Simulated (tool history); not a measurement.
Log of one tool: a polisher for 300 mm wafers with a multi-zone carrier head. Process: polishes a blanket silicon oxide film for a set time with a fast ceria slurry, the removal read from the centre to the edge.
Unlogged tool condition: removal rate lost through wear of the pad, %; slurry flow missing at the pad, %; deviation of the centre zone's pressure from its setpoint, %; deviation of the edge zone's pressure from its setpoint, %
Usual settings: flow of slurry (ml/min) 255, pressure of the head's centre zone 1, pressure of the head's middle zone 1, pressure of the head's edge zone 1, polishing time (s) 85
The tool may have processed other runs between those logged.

run	hour	flow of slurry (ml/min)	pressure of the head's centre zone	pressure of the head's middle zone	pressure of the head's edge zone	polishing time (s)	wafers since the last listed run	wafers polished on this pad	hours since the slurry nozzle was cleaned	hours since the centre zone pressure was calibrated	hours since the edge zone pressure was calibrated	hours since the carrier head's membrane was replaced	incoming thickness of the incoming film, nm	film removed at the wafer's centre (angstrom)	film removed at mid-radius (angstrom)	film removed at the wafer's edge (angstrom)
1	0	255	1	1	1	85	0	708	218.5	1073.8	1139.1	875	3546.9	13073	13476	13500
2	26.2	255	1	1	1	85	206	914	244.7	1100	1165.3	901.2	3533.3	12962	13137	13333
# hour 34.8: worn pad replaced by a new one
3	41.6	255	1	1	1	85	89	53	260.1	1115.4	1180.7	916.6	3515.9	13728	14133	14485
4	63.2	255	1	1.09	1	85	170	223	281.7	1137	1202.3	938.2	3526.5	13879	15023	13998
5	79.1	255	1	1.09	1	85	125	349	297.6	1152.9	1218.2	954.1	3515	13379	14698	13914
6	99.6	255	1	1.09	1	85	161	510	318.1	1173.4	1238.7	974.6	3516.4	13438	14578	13689
7	111.8	255	1	1	1	85	96	606	330.3	1185.6	1250.9	986.8	3581.6	12955	13562	13252
8	144.7	255	0.93	1	1	77	259	866	363.2	1218.5	1283.8	1019.7	3598.6	10693	12148	11847
# hour 158.7: worn pad replaced by a new one
9	172.9	255	0.93	1	1	77	190	112	391.4	1246.7	1312	1047.9	3531.5	11722	12612	12827
# hour 186.1: carrier head's membrane replaced by a new one
10	186.6	255	0.93	1	1	77	68	180	405.1	1260.4	1325.7	0.5	3576.7	11301	12759	12703
11	200.7	255	0.94	0.94	1	85	111	291	419.2	1274.5	1339.8	14.6	3521.4	12707	13117	14165
12	216.6	195	1	1	1	85	125	417	435.1	1290.4	1355.7	30.5	3496.4	12684	13364	13304
13	232.2	180	0.95	1	1.06	68	123	540	450.7	1306	1371.3	46.1	3554.5	9632	10563	10922
# hour 238.4: edge zone pressure recalibrated
14	257.6	255	1	1	1	103	184	724	476.1	1331.4	19.2	71.5	3600.7	15314	16061	16161
# hour 261.8: worn pad replaced by a new one
# hour 283.2: centre zone pressure recalibrated
15	300.2	255	0.9	1	1.11	63	288	287	518.7	17	61.8	114.1	3516	8982	10409	10987
# hour 323.1: slurry nozzle cleaned
16	327.4	255	0.96	1.1	1	85	206	494	4.3	44.2	89	141.3	3506.4	13388	15517	14171
17	341.8	255	1	1	1	85	113	607	18.7	58.6	103.4	155.7	3570.1	13765	14005	13910
# hour 372.6: worn pad replaced by a new one
18	373.1	255	1	1	1	85	215	4	50	89.9	134.7	187	3525.5	14453	14872	14793
19	405.6	345	1.12	1	1	85	256	260	82.5	122.4	167.2	219.5	3571.2	16212	14728	14719
20	426.5	255	1.06	0.93	1	113	164	425	103.4	143.3	188.1	240.4	3565.1	19292	17621	18957
21	452.1	180	1.09	1	1	85	201	627	129	168.9	213.7	266	3522.4	14116	13469	13516

Selected run-to-run steps in film removed at the wafer's centre (angstrom), each split into two signed amounts: the part the tool would show with no hidden state at all (from settings, incoming material and random variation), and the remainder, which goes to the hidden state together with any gauge scatter not common to the measured and the hidden-state-free results:
Run 2 -> 3: worn pad replaced by a new one. film removed at the wafer's centre (angstrom) +766: hidden state +1143, all else -377.
Run 13 -> 14: flow of slurry (ml/min) 180 -> 255, pressure of the head's centre zone 0.95 -> 1, pressure of the head's edge zone 1.06 -> 1, polishing time (s) 68 -> 103, edge zone pressure recalibrated. film removed at the wafer's centre (angstrom) +5682: hidden state -899, all else +6581.
Run 14 -> 15: pressure of the head's centre zone 1 -> 0.9, pressure of the head's edge zone 1 -> 1.11, polishing time (s) 103 -> 63, worn pad replaced by a new one, centre zone pressure recalibrated. film removed at the wafer's centre (angstrom) -6332: hidden state +1420, all else -7752.
